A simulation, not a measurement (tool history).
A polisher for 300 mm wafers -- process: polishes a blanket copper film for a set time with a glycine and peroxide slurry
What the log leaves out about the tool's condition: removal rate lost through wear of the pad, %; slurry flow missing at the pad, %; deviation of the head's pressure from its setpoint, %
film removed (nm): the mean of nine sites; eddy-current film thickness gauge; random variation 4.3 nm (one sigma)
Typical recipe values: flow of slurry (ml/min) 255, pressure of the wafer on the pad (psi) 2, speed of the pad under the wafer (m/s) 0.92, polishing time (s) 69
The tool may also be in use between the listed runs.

run,day,flow of slurry (ml/min),pressure of the wafer on the pad (psi),speed of the pad under the wafer (m/s),polishing time (s),wafers since the last listed run,wafers polished on this pad,hours since the slurry nozzle was cleaned,hours since the head pressure was calibrated,"incoming thickness of the incoming film, nm",film removed (nm)
1,0,280,1.6,0.92,69,0,4162,163.7,1345.2,1487.9,264.4
# day 2.15: head pressure recalibrated
# day 3.162: worn pad replaced by a new one
2,3.879,280,1.6,0.92,69,507,99,256.8,41.5,1474.6,259.2
3,8.221,255,2,1.08,69,607,707,361,145.7,1457,328.9
4,12.317,255,2,1.08,69,573,1280,459.3,244,1454.8,322.3
5,16.15,255,2,1.08,69,536,1816,551.3,336,1462.6,327.6
6,19.675,255,2,0.72,69,493,2310,635.9,420.6,1490,259.4
7,22.704,255,2,0.72,69,423,2733,708.6,493.3,1492.5,248.7
8,24.271,255,2,0.92,69,219,2953,746.2,530.9,1510.6,285
9,25.975,255,2,0.92,69,238,3191,787.1,571.8,1463.6,282.3
# day 28.704: slurry nozzle cleaned
# day 29.946: worn pad replaced by a new one
10,29.967,255,2,0.92,69,529,2,30.3,667.6,1466.6,308.9
11,33.825,255,2,0.92,69,539,542,122.9,760.2,1494.2,313.1
12,36.946,255,2,0.92,69,436,979,197.8,835.1,1499.5,306.3
13,40.083,255,2,0.92,69,438,1418,273.1,910.4,1480.8,303.7
14,50.608,255,2,0.92,50,1472,2890,525.7,1163,1460.8,219.6
15,52.171,255,2,0.92,50,218,3109,563.2,1200.5,1488.2,209.7
16,53.738,255,2,0.92,50,219,3328,600.8,1238.1,1483.9,216.3
17,55.962,255,2,0.92,69,311,3639,654.2,1291.5,1462.3,291.1
18,58.079,255,2,0.92,69,296,3936,705,1342.3,1479.1,289.5
# day 59.633: head pressure recalibrated
# day 60.325: slurry nozzle cleaned
19,60.342,220,2.5,0.92,69,299,4235,0.4,17,1465.8,359.2
# day 62.6: worn pad replaced by a new one
20,62.621,320,1.6,0.74,69,295,2,55.1,71.7,1478.4,235.4
21,65.629,255,2,0.92,69,420,423,127.3,143.9,1487.3,311.5
22,68.754,255,2,0.92,69,437,860,202.3,218.9,1480.3,307.3
23,71.35,200,1.8,0.7,53,363,1224,264.6,281.2,1495.1,188.5
24,73.762,255,2,0.92,82,337,1561,322.5,339.1,1471.9,370.1
25,76.05,255,2,0.92,69,320,1881,377.4,394,1493.2,306.7
26,79.212,255,2,0.92,69,442,2324,453.3,469.9,1494.8,304.9
27,83.342,255,2,0.92,69,577,2901,552.4,569,1503.5,299.4
28,87.779,255,2,0.92,69,620,3522,658.9,675.5,1476.2,297.2
29,90.029,190,2,0.92,61,314,3837,712.9,729.5,1483.9,243.9
# day 92.046: slurry nozzle cleaned
# day 93.638: worn pad replaced by a new one
30,100.225,305,2,1.04,69,1397,921,196.3,974.2,1469.1,336.3
31,104.158,205,2.6,1.18,81,550,1472,290.7,1068.6,1471,491.5
32,106.988,330,2.2,0.76,90,395,1868,358.6,1136.5,1474.1,404.4
# day 109.467: head pressure recalibrated
33,117.017,345,1.5,1.12,69,1391,3259,599.3,181.2,1503.4,271.9
34,121.304,255,2,0.92,58,599,3859,702.2,284.1,1478,250.3
# day 121.962: worn pad replaced by a new one
35,123.533,255,2.3,0.92,51,288,219,755.7,337.6,1489.7,233.9
# day 124.183: slurry nozzle cleaned
36,126.875,195,2,1.08,69,461,681,64.6,417.8,1466.3,325.8
37,130.971,305,2.5,0.62,90,573,1254,162.9,516.1,1467.2,397.1

Run by run, hidden condition taken away, random variation retained:
run,film removed (nm)
1,267
2,262.5
3,335.4
4,331.2
5,340.1
6,272.9
7,265.5
8,307.3
9,308.3
10,309.3
11,313.9
12,307.6
13,305.8
14,224.9
15,215.6
16,223.4
17,303.1
18,304.1
19,359.5
20,235.6
21,312.1
22,308.4
23,189.9
24,373.1
25,310.2
26,309.9
27,307.1
28,309.3
29,260.9
30,338.8
31,499.2
32,409.4
33,280
34,265.2
35,251.2
36,327
37,398.5
